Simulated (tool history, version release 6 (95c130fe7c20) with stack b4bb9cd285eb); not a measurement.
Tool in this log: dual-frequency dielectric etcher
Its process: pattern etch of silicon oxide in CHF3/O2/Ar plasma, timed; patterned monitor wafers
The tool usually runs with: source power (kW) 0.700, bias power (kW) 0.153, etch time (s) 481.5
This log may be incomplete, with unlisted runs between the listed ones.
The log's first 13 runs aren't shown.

| run | hour | source power (kW) | bias power (kW) | etch time (s) | wafers since the last listed run | hours since the last wet clean | hours since the last source power generator calibration | hours since the last bias power generator calibration | hours since the last upper electrode change | hours since the gauge calibration | read-back reference wafer on the same gauge, depth_nm | mean etch depth across the wafer (angstrom) |
|---|---|---|---|---|---|---|---|---|---|---|---|---|
| 14 | 692.7 | 0.580 | 0.153 | 481.5 | 55 | 271.0 | 2037.7 | 110.9 | 4429.3 | 1431.6 | 1140.9 | 9481 |
| 15 | 761.5 | 0.700 | 0.153 | 481.5 | 156 | 339.8 | 2106.5 | 179.7 | 4498.1 | 1500.4 | 1138.1 | 10180 |
|  | 848.7 | wet clean of the chamber |
| 16 | 849.2 | 0.700 | 0.153 | 481.5 | 145 | 0.5 | 2194.2 | 267.4 | 4585.8 | 1588.1 | 1134.7 | 10173 |
| 17 | 860.0 | 0.610 | 0.134 | 532.5 | 24 | 11.3 | 2205.0 | 278.2 | 4596.6 | 1598.9 | 1136.2 | 10410 |
|  | 993.2 | upper electrode replaced |
| 18 | 993.7 | 0.800 | 0.163 | 592.5 | 250 | 145.0 | 2338.7 | 411.9 | 0.5 | 1732.6 | 1129.7 | 13145 |
| 19 | 1022.2 | 0.640 | 0.153 | 353.5 | 64 | 173.5 | 2367.2 | 440.4 | 29.0 | 1761.1 | 1126.1 | 7089 |
| 20 | 1049.5 | 0.790 | 0.177 | 481.5 | 62 | 200.8 | 2394.5 | 467.7 | 56.3 | 1788.4 | 1123.0 | 10960 |
| 21 | 1102.9 | 0.700 | 0.153 | 481.5 | 121 | 254.2 | 2447.9 | 521.1 | 109.7 | 1841.8 | 1122.1 | 10092 |
|  | 1104.3 | gauge calibrated |
|  | 1138.7 | source power generator calibrated |
| 22 | 1141.8 | 0.860 | 0.172 | 577.5 | 79 | 293.1 | 3.1 | 560.0 | 148.6 | 37.5 | 1170.2 | 13795 |

Run 23 has not been measured yet. What should we expect?
| 23 | 1186.3 | 0.620 | 0.153 | 558.5 | 101 | 337.6 | 47.6 | 604.5 | 193.1 | 82.0 | ? | ? |

read-back reference wafer on the same gauge, depth_nm: 1165.8
mean etch depth across the wafer (angstrom): 11636
Had the tool carried no hidden state, the very same run would have given mean etch depth across the wafer (angstrom) 11643.

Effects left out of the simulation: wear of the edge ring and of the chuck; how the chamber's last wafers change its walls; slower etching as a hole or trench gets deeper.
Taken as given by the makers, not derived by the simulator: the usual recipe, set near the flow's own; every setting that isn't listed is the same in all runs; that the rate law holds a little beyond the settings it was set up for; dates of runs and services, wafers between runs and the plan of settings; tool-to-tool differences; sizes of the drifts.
